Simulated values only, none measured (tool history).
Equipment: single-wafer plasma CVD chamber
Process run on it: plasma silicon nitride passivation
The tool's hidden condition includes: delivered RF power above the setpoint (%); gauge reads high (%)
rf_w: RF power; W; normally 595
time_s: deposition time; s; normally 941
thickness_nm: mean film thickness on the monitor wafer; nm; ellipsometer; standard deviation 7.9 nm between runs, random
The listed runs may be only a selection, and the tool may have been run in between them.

run   hour  rf_w  time_s  wafers since the last listed run  hours since the last RF generator calibration  hours since the showerhead was replaced  hours since the gauge calibration  read-back reference wafer on the same gauge, thickness_nm  thickness_nm
  1    0.0   595    1052                                 0                                         1384.4                                   4100.9                               26.1                                                   1289.727      1482.177
  2    8.4   595    1052                                13                                         1392.8                                   4109.3                               34.5                                                   1290.513      1481.324
  3   20.2   595     941                                19                                         1404.6                                   4121.1                               46.3                                                   1291.398      1325.654
  4   27.7   595     941                                12                                         1412.1                                   4128.6                               53.8                                                   1290.547      1329.738
  5   43.0   650     941                                25                                         1427.4                                   4143.9                               69.1                                                   1290.915      1348.069
  6   51.4   650     941                                13                                         1435.8                                   4152.3                               77.5                                                   1293.462      1352.006
      61.2  -- showerhead replaced
  7   62.7   650     941                                 5                                         1447.1                                      1.5                               88.8                                                   1289.079      1329.291
  8   75.5   595     941                                21                                         1459.9                                     14.3                              101.6                                                   1291.925      1334.679
      90.8  -- RF generator calibrated
  9   91.3   555     941                                12                                            0.5                                     30.1                              117.4                                                   1287.184      1298.012
      98.1  -- gauge calibrated
 10   99.0   680     764                                12                                            8.2                                     37.8                                0.9                                                   1290.198      1103.997
 11  108.5   595     879                                15                                           17.7                                     47.3                               10.4                                                   1288.450      1257.309
 12  119.4   520     772                                17                                           28.6                                     58.2                               21.3                                                   1290.497      1068.478
 13  127.0   690     941                                12                                           36.2                                     65.8                               28.9                                                   1287.926      1362.027
 14  141.1   595     941                                23                                           50.3                                     79.9                               43.0                                                   1291.235      1322.569
 15  149.7   595     849                                14                                           58.9                                     88.5                               51.6                                                   1291.813      1201.978
 16  160.6   700    1025                                17                                           69.8                                     99.4                               62.5                                                   1290.235      1486.376

3 ways to go on from here, each from the tool as it stands after run 16. What would each give?
  A  161.3   595     806                                 1                                           70.5                                    100.1                               63.2                                                          ?             ?
  B  161.3   560    1083                                 1                                           70.5                                    100.1                               63.2                                                          ?             ?
  C  161.3   685     941                                 1                                           70.5                                    100.1                               63.2                                                          ?             ?

run  read-back reference wafer on the same gauge, thickness_nm  thickness_nm
  A                                                   1289.524      1138.701
  B                                                   1289.524      1516.399
  C                                                   1289.524      1358.823
With the hidden condition removed and each run's random variation left untouched, the same runs would have given:
run  thickness_nm
  A      1138.701
  B      1516.399
  C      1358.823
